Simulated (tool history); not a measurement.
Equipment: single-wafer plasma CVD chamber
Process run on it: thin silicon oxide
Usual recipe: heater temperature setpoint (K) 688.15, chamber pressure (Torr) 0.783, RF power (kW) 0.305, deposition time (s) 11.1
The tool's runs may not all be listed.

run,day,heater temperature setpoint (K),chamber pressure (Torr),RF power (kW),deposition time (s),"read-back reference wafer on the same gauge, thickness_nm",mean film thickness on the monitor wafer (Å)
1,0,688.15,0.783,0.305,11.1,18.396,189.35
# day 0.571: thermocouple changed; heater temperature recalibrated
2,0.592,688.15,0.783,0.305,11.1,18.399,189.68
3,0.962,688.15,0.783,0.305,11.1,18.399,188.7
4,1.329,688.15,0.783,0.305,11.1,18.401,188.72
5,1.817,700.15,0.783,0.305,11.1,18.388,187.04
6,2.288,701.15,0.858,0.305,12.3,18.397,227.29
7,2.962,688.15,0.783,0.305,11.1,18.398,188.41
8,3.642,675.15,0.886,0.305,11.1,18.389,214.15
9,4.354,688.15,0.837,0.28,11.1,18.397,192.74
10,4.667,688.15,0.783,0.305,11.1,18.4,188.31
11,5.404,681.15,0.862,0.335,12,18.401,233.33
# day 5.833: capacitance manometer re-zeroed and calibrated
# day 6.117: RF generator calibrated
12,6.138,688.15,0.783,0.305,9.1,18.403,146.01
13,6.15,682.15,0.783,0.335,11.1,18.407,187.27
14,6.429,688.15,0.783,0.35,9.7,18.41,164.9
15,7.104,688.15,0.783,0.305,11.1,18.397,177.66
16,7.554,688.15,0.597,0.35,11.1,18.404,139.65
17,8.192,688.15,0.707,0.305,11.1,18.398,158.96
18,8.562,688.15,0.964,0.305,11.7,18.408,230.7
19,9.033,696.15,0.694,0.36,13.1,18.395,197.54
20,9.7,674.15,0.783,0.305,12.9,18.392,208.02
21,10.292,688.15,0.783,0.305,11.1,18.399,178.31
22,10.7,678.15,0.783,0.32,11.1,18.397,181.54

Expected results for the next run?
# day 11.142: capacitance manometer re-zeroed and calibrated, repeated, since the last time left the tool worse
23,11.162,688.15,0.783,0.305,11.1,?,?

{"run 23": {"read-back reference wafer on the same gauge, thickness_nm": 18.398, "mean film thickness on the monitor wafer (Å)": 199.47}}
Without the tool's hidden state the same run would have given mean film thickness on the monitor wafer (Å) 198.24.
